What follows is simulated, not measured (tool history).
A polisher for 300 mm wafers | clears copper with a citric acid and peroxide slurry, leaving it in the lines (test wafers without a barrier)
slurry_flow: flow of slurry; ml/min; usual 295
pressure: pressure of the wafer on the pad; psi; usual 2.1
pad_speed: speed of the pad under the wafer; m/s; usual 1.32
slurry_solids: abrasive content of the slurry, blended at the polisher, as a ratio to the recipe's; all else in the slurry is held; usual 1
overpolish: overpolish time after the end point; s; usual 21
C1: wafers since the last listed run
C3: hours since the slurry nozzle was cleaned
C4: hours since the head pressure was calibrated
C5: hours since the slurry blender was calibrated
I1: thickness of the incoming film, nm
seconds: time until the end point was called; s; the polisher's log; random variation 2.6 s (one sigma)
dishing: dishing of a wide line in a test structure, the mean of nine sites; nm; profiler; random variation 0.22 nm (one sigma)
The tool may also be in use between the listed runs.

run 1 day=0 | slurry_flow=295 pressure=2.1 pad_speed=1.46 slurry_solids=1 overpolish=21 | C1=0 wafers_polished_on_this_pad=2620 C3=400.6 C4=88.4 C5=502.5 | I1=329.2 | seconds=210.2 dishing=21.1
-- day=1.121 slurry blender recalibrated
-- day=1.55 slurry nozzle cleaned
-- day=7.117 worn pad replaced by a new one
run 2 day=8.279 | slurry_flow=295 pressure=2.1 pad_speed=1.46 slurry_solids=1 overpolish=21 | C1=1531 wafers_polished_on_this_pad=222 C3=161.5 C4=287.1 C5=171.8 | I1=329 | seconds=211.3 dishing=21.2
run 3 day=11.021 | slurry_flow=295 pressure=2.1 pad_speed=1.32 slurry_solids=1 overpolish=21 | C1=525 wafers_polished_on_this_pad=748 C3=227.3 C4=352.9 C5=237.6 | I1=327.7 | seconds=221.8 dishing=19.8
run 4 day=12.933 | slurry_flow=295 pressure=2.1 pad_speed=1.32 slurry_solids=1 overpolish=21 | C1=366 wafers_polished_on_this_pad=1114 C3=273.2 C4=398.8 C5=283.5 | I1=325.7 | seconds=221.4 dishing=19.2
run 5 day=14.229 | slurry_flow=295 pressure=2.1 pad_speed=1.32 slurry_solids=1 overpolish=21 | C1=248 wafers_polished_on_this_pad=1363 C3=304.3 C4=429.9 C5=314.6 | I1=326.7 | seconds=229.9 dishing=19.4
run 6 day=15.325 | slurry_flow=295 pressure=2.1 pad_speed=1.32 slurry_solids=1 overpolish=21 | C1=210 wafers_polished_on_this_pad=1573 C3=330.6 C4=456.2 C5=340.9 | I1=330.2 | seconds=228.9 dishing=19.3
run 7 day=16.462 | slurry_flow=295 pressure=2.1 pad_speed=1.32 slurry_solids=1 overpolish=21 | C1=218 wafers_polished_on_this_pad=1791 C3=357.9 C4=483.5 C5=368.2 | I1=329.7 | seconds=234.2 dishing=19.2
run 8 day=18.767 | slurry_flow=295 pressure=2.1 pad_speed=1.32 slurry_solids=1 overpolish=12 | C1=441 wafers_polished_on_this_pad=2233 C3=413.2 C4=538.8 C5=423.5 | I1=331 | seconds=232.7 dishing=12.2
-- day=19.446 slurry nozzle cleaned
-- day=20.312 slurry blender recalibrated
run 9 day=21.246 | slurry_flow=295 pressure=1.8 pad_speed=1.32 slurry_solids=1 overpolish=21 | C1=451 wafers_polished_on_this_pad=2684 C3=43.2 C4=598.3 C5=22.4 | I1=335.5 | seconds=265 dishing=17.6
run 10 day=22.658 | slurry_flow=295 pressure=2.1 pad_speed=1.32 slurry_solids=0.8 overpolish=21 | C1=270 wafers_polished_on_this_pad=2955 C3=77.1 C4=632.2 C5=56.3 | I1=325.3 | seconds=230.8 dishing=19.2
-- day=26.183 worn pad replaced by a new one
run 11 day=26.204 | slurry_flow=295 pressure=2.1 pad_speed=1.32 slurry_solids=1 overpolish=21 | C1=647 wafers_polished_on_this_pad=4 C3=162.2 C4=717.3 C5=141.4 | I1=333.5 | seconds=228.1 dishing=19.5
run 12 day=29.446 | slurry_flow=350 pressure=2.6 pad_speed=1.32 slurry_solids=1 overpolish=21 | C1=621 wafers_polished_on_this_pad=625 C3=240 C4=795.1 C5=219.2 | I1=332.8 | seconds=188.9 dishing=22.9
run 13 day=30.617 | slurry_flow=295 pressure=2.1 pad_speed=1.32 slurry_solids=1 overpolish=21 | C1=224 wafers_polished_on_this_pad=850 C3=268.1 C4=823.2 C5=247.3 | I1=329.7 | seconds=237.5 dishing=19.1
run 14 day=31.833 | slurry_flow=295 pressure=2.6 pad_speed=1.48 slurry_solids=1.2 overpolish=17 | C1=233 wafers_polished_on_this_pad=1083 C3=297.3 C4=852.4 C5=276.5 | I1=324.8 | seconds=168.6 dishing=21
run 15 day=33.488 | slurry_flow=295 pressure=2.1 pad_speed=1.32 slurry_solids=1 overpolish=12 | C1=317 wafers_polished_on_this_pad=1400 C3=337 C4=892.1 C5=316.2 | I1=326 | seconds=229.2 dishing=12.1
run 16 day=35.896 | slurry_flow=295 pressure=2.1 pad_speed=1.32 slurry_solids=1 overpolish=21 | C1=461 wafers_polished_on_this_pad=1862 C3=394.8 C4=949.9 C5=374 | I1=332.6 | seconds=242.2 dishing=18.8
run 17 day=38.288 | slurry_flow=215 pressure=2.1 pad_speed=0.96 slurry_solids=0.75 overpolish=14 | C1=458 wafers_polished_on_this_pad=2320 C3=452.2 C4=1007.3 C5=431.4 | I1=327.3 | seconds=320.2 dishing=11.1
-- day=39.7 slurry nozzle cleaned
run 18 day=40.383 | slurry_flow=230 pressure=1.9 pad_speed=1.32 slurry_solids=1 overpolish=21 | C1=393 wafers_polished_on_this_pad=2714 C3=16.4 C4=1057.6 C5=481.7 | I1=323.8 | seconds=271.5 dishing=17.1
-- day=41.908 slurry blender recalibrated
run 19 day=42.504 | slurry_flow=295 pressure=1.8 pad_speed=1.32 slurry_solids=1 overpolish=21 | C1=390 wafers_polished_on_this_pad=3105 C3=67.3 C4=1108.5 C5=14.3 | I1=333.8 | seconds=272.6 dishing=17
run 20 day=45.35 | slurry_flow=330 pressure=2.1 pad_speed=1.16 slurry_solids=1.25 overpolish=32 | C1=545 wafers_polished_on_this_pad=3650 C3=135.6 C4=1176.8 C5=82.6 | I1=326.7 | seconds=237.2 dishing=25.5
-- day=45.8 head pressure recalibrated
-- day=47.279 worn pad replaced by a new one
run 21 day=47.621 | slurry_flow=360 pressure=2.1 pad_speed=1.32 slurry_solids=1 overpolish=21 | C1=387 wafers_polished_on_this_pad=65 C3=190.1 C4=43.7 C5=137.1 | I1=328.3 | seconds=213.7 dishing=20.9
run 22 day=49.742 | slurry_flow=295 pressure=2.1 pad_speed=1.32 slurry_solids=1 overpolish=21 | C1=406 wafers_polished_on_this_pad=471 C3=241 C4=94.6 C5=188 | I1=332.6 | seconds=220.4 dishing=20.2
run 23 day=58.212 | slurry_flow=295 pressure=2.1 pad_speed=1.32 slurry_solids=1.25 overpolish=21 | C1=1623 wafers_polished_on_this_pad=2095 C3=444.3 C4=297.9 C5=391.3 | I1=329.5 | seconds=222.4 dishing=20.1
run 24 day=59.733 | slurry_flow=295 pressure=2.1 pad_speed=1.32 slurry_solids=1 overpolish=21 | C1=291 wafers_polished_on_this_pad=2387 C3=480.8 C4=334.4 C5=427.8 | I1=326.4 | seconds=228.3 dishing=18.9
-- day=61.825 slurry nozzle cleaned
-- day=61.912 slurry blender recalibrated
run 25 day=62.725 | slurry_flow=295 pressure=2.1 pad_speed=1.32 slurry_solids=1 overpolish=33 | C1=549 wafers_polished_on_this_pad=2936 C3=21.6 C4=406.2 C5=19.5 | I1=327 | seconds=223.6 dishing=26.9
run 26 day=64.342 | slurry_flow=295 pressure=1.5 pad_speed=1.46 slurry_solids=1 overpolish=21 | C1=309 wafers_polished_on_this_pad=3246 C3=60.4 C4=445 C5=58.3 | I1=331.9 | seconds=294.9 dishing=15.9
run 27 day=66.258 | slurry_flow=245 pressure=2.1 pad_speed=1.04 slurry_solids=1.2 overpolish=13 | C1=367 wafers_polished_on_this_pad=3614 C3=106.4 C4=491 C5=104.3 | I1=328.2 | seconds=253.5 dishing=11.9
-- day=67.096 worn pad replaced by a new one
run 28 day=67.95 | slurry_flow=370 pressure=2.1 pad_speed=1.32 slurry_solids=1 overpolish=17 | C1=292 wafers_polished_on_this_pad=163 C3=147 C4=531.6 C5=144.9 | I1=331.8 | seconds=229.9 dishing=16.8

Results for each run, recomputed without the tool's hidden state and with each run's random variation untouched:
Unlogged tool condition in this case: removal rate lost through wear of the pad, %; slurry flow missing at the pad, %; deviation of the head's pressure from its setpoint, %; abrasive missing from the slurry, %.
run=1 seconds=193.6 dishing=22.4
run=2 seconds=196.1 dishing=22.4
run=3 seconds=202.5 dishing=21.3
run=4 seconds=200 dishing=20.7
run=5 seconds=206.1 dishing=21.1
run=6 seconds=204 dishing=21
run=7 seconds=207.5 dishing=21
run=8 seconds=203.6 dishing=13.7
run=9 seconds=241.8 dishing=19
run=10 seconds=209.3 dishing=20.7
run=11 seconds=203.7 dishing=21.3
run=12 seconds=166.4 dishing=25.1
run=13 seconds=208.3 dishing=21.1
run=14 seconds=146.9 dishing=23.2
run=15 seconds=198.8 dishing=13.6
run=16 seconds=208 dishing=21.1
run=17 seconds=273.1 dishing=12.7
run=18 seconds=229.1 dishing=19.5
run=19 seconds=243.4 dishing=18.6
run=20 seconds=209.7 dishing=27.7
run=21 seconds=205.6 dishing=21.5
run=22 seconds=208.4 dishing=21.1
run=23 seconds=197.7 dishing=21.9
run=24 seconds=201.3 dishing=20.8
run=25 seconds=204.7 dishing=28.5
run=26 seconds=267.8 dishing=17.2
run=27 seconds=227.8 dishing=13
run=28 seconds=204.9 dishing=18.4
